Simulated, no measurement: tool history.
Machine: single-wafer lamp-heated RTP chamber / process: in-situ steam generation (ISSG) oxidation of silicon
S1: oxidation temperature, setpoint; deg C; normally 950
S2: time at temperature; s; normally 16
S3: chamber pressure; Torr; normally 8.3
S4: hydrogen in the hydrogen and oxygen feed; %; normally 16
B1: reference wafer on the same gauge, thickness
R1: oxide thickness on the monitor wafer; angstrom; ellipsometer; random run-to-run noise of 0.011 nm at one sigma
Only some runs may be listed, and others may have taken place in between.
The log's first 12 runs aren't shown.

run 13 hour=325 | S1=964 S2=16 S3=7.2 S4=16 | B1=3.429 | R1=40.93
run 14 hour=344 | S1=934 S2=16 S3=8.3 S4=16 | B1=3.43 | R1=37.88
run 15 hour=368.6 | S1=950 S2=13 S3=8.3 S4=16 | B1=3.431 | R1=36.03
run 16 hour=397.2 | S1=950 S2=14 S3=8.7 S4=16 | B1=3.431 | R1=37.11
-- hour=407.1 pressure gauge zeroed
-- hour=419.7 pyrometer window cleaned and pyrometer calibrated
-- hour=421.9 hydrogen flow controller replaced
run 17 hour=427.3 | S1=950 S2=20 S3=9.7 S4=26 | B1=3.431 | R1=46.11
run 18 hour=443.1 | S1=956 S2=16 S3=9.2 S4=16 | B1=3.428 | R1=38.78
run 19 hour=465.8 | S1=956 S2=16 S3=8.3 S4=11 | B1=3.429 | R1=36.01
run 20 hour=483.7 | S1=962 S2=12 S3=8.8 S4=21 | B1=3.428 | R1=37.67
run 21 hour=505.9 | S1=950 S2=19 S3=8.3 S4=11 | B1=3.431 | R1=38.34
run 22 hour=525.7 | S1=943 S2=13 S3=7.6 S4=23 | B1=3.428 | R1=38.23
run 23 hour=553.5 | S1=950 S2=19 S3=9.6 S4=12 | B1=3.433 | R1=38.78
run 24 hour=583 | S1=934 S2=21 S3=8.9 S4=16 | B1=3.429 | R1=41.45
run 25 hour=607.2 | S1=950 S2=16 S3=8.3 S4=16 | B1=3.429 | R1=38.95
run 26 hour=640.7 | S1=950 S2=16 S3=8.3 S4=16 | B1=3.43 | R1=38.83
run 27 hour=670.4 | S1=933 S2=21 S3=7.1 S4=16 | B1=3.427 | R1=41.37
run 28 hour=695.1 | S1=966 S2=14 S3=8.3 S4=16 | B1=3.43 | R1=38.7
run 29 hour=719.5 | S1=950 S2=16 S3=8.3 S4=16 | B1=3.43 | R1=39.02
run 30 hour=736.9 | S1=950 S2=10 S3=8.3 S4=11 | B1=3.429 | R1=29.88

Each row is a separate what-if for the run after 30, all from the same tool condition, not one after another. Results?
run A hour=737.4 | S1=950 S2=16 S3=8.3 S4=16 | B1=? | R1=?
run B hour=737.4 | S1=950 S2=11 S3=8.3 S4=26 | B1=? | R1=?
run C hour=737.4 | S1=930 S2=16 S3=9.2 S4=16 | B1=? | R1=?
run D hour=737.4 | S1=967 S2=16 S3=8.3 S4=16 | B1=? | R1=?
run E hour=737.4 | S1=968 S2=12 S3=7.9 S4=22 | B1=? | R1=?

run=A B1=3.43 R1=39.32
run=B B1=3.43 R1=38.32
run=C B1=3.43 R1=37.03
run=D B1=3.43 R1=41.4
run=E B1=3.43 R1=39.86
Without the tool's hidden state the same runs would have given:
run=A R1=38.51
run=B R1=37.63
run=C R1=36.34
run=D R1=40.44
run=E R1=39.02

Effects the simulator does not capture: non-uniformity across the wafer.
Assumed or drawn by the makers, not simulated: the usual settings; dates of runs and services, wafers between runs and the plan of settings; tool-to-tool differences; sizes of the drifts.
